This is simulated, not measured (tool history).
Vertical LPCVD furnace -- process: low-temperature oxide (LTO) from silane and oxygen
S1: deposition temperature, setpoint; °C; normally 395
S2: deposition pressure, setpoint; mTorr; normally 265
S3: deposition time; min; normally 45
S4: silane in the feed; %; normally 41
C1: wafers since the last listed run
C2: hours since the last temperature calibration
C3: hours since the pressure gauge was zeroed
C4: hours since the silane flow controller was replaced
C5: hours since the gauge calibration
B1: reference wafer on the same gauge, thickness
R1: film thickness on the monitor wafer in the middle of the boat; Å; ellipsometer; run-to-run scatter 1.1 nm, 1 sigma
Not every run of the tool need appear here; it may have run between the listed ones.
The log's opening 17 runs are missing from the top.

run 18 hour=1123.9 | S1=404 S2=205 S3=31 S4=48 | C1=325 C2=273.8 C3=1489.7 C4=4021.9 C5=1929 | B1=408.09 | R1=3172.5
run 19 hour=1164.2 | S1=384 S2=265 S3=38.5 S4=49 | C1=539 C2=314.1 C3=1530 C4=4062.2 C5=1969.3 | B1=408.12 | R1=4201.6
-- hour=1231.4 gauge calibrated
run 20 hour=1234.6 | S1=384 S2=235 S3=34 S4=48 | C1=942 C2=384.5 C3=1600.4 C4=4132.6 C5=3.2 | B1=407.9 | R1=3215.9
run 21 hour=1264.9 | S1=388 S2=265 S3=45 S4=44 | C1=405 C2=414.8 C3=1630.7 C4=4162.9 C5=33.5 | B1=408.01 | R1=4566.6
-- hour=1348.4 silane flow controller replaced
run 22 hour=1348.9 | S1=404 S2=265 S3=45 S4=41 | C1=803 C2=498.8 C3=1714.7 C4=0.5 C5=117.5 | B1=408.25 | R1=5221.4
-- hour=1373.3 pressure gauge zeroed
run 23 hour=1373.8 | S1=395 S2=265 S3=45 S4=37 | C1=12 C2=523.7 C3=0.5 C4=25.4 C5=142.4 | B1=407.85 | R1=4196.8
run 24 hour=1428.6 | S1=385 S2=290 S3=45 S4=41 | C1=733 C2=578.5 C3=55.3 C4=80.2 C5=197.2 | B1=408.09 | R1=4666.2
run 25 hour=1472 | S1=395 S2=230 S3=45 S4=38 | C1=581 C2=621.9 C3=98.7 C4=123.6 C5=240.6 | B1=408.11 | R1=3772
run 26 hour=1542.3 | S1=395 S2=265 S3=45 S4=41 | C1=941 C2=692.2 C3=169 C4=193.9 C5=310.9 | B1=408.27 | R1=4765.2
run 27 hour=1591.4 | S1=399 S2=265 S3=45 S4=41 | C1=657 C2=741.3 C3=218.1 C4=243 C5=360 | B1=407.83 | R1=4973
run 28 hour=1633.3 | S1=395 S2=225 S3=33 S4=41 | C1=561 C2=783.2 C3=260 C4=284.9 C5=401.9 | B1=408.03 | R1=2963.2
run 29 hour=1681.4 | S1=395 S2=265 S3=29 S4=41 | C1=644 C2=831.3 C3=308.1 C4=333 C5=450 | B1=407.94 | R1=3064.6
run 30 hour=1750.8 | S1=391 S2=300 S3=39 S4=48 | C1=929 C2=900.7 C3=377.5 C4=402.4 C5=519.4 | B1=407.94 | R1=5286.3
run 31 hour=1806.4 | S1=395 S2=265 S3=53.5 S4=41 | C1=744 C2=956.3 C3=433.1 C4=458 C5=575 | B1=407.95 | R1=5633.6

What if the next run were any one of these 4? Each begins from the tool's condition after run 31:
run A hour=1811.2 | S1=395 S2=265 S3=61.5 S4=41 | C1=64 C2=961.1 C3=437.9 C4=462.8 C5=579.8 | B1=? | R1=?
run B hour=1811.2 | S1=401 S2=265 S3=28.5 S4=41 | C1=64 C2=961.1 C3=437.9 C4=462.8 C5=579.8 | B1=? | R1=?
run C hour=1811.2 | S1=400 S2=300 S3=35 S4=33 | C1=64 C2=961.1 C3=437.9 C4=462.8 C5=579.8 | B1=? | R1=?
run D hour=1811.2 | S1=383 S2=230 S3=57 S4=37 | C1=64 C2=961.1 C3=437.9 C4=462.8 C5=579.8 | B1=? | R1=?

run=A B1=408.18 R1=6469.4
run=B B1=408.18 R1=3203.5
run=C B1=408.18 R1=3328.6
run=D B1=408.18 R1=3972.8
Had the tool no hidden state, the same runs would have come out as:
run=A R1=6512.9
run=B R1=3224.7
run=C R1=3357.3
run=D R1=4005
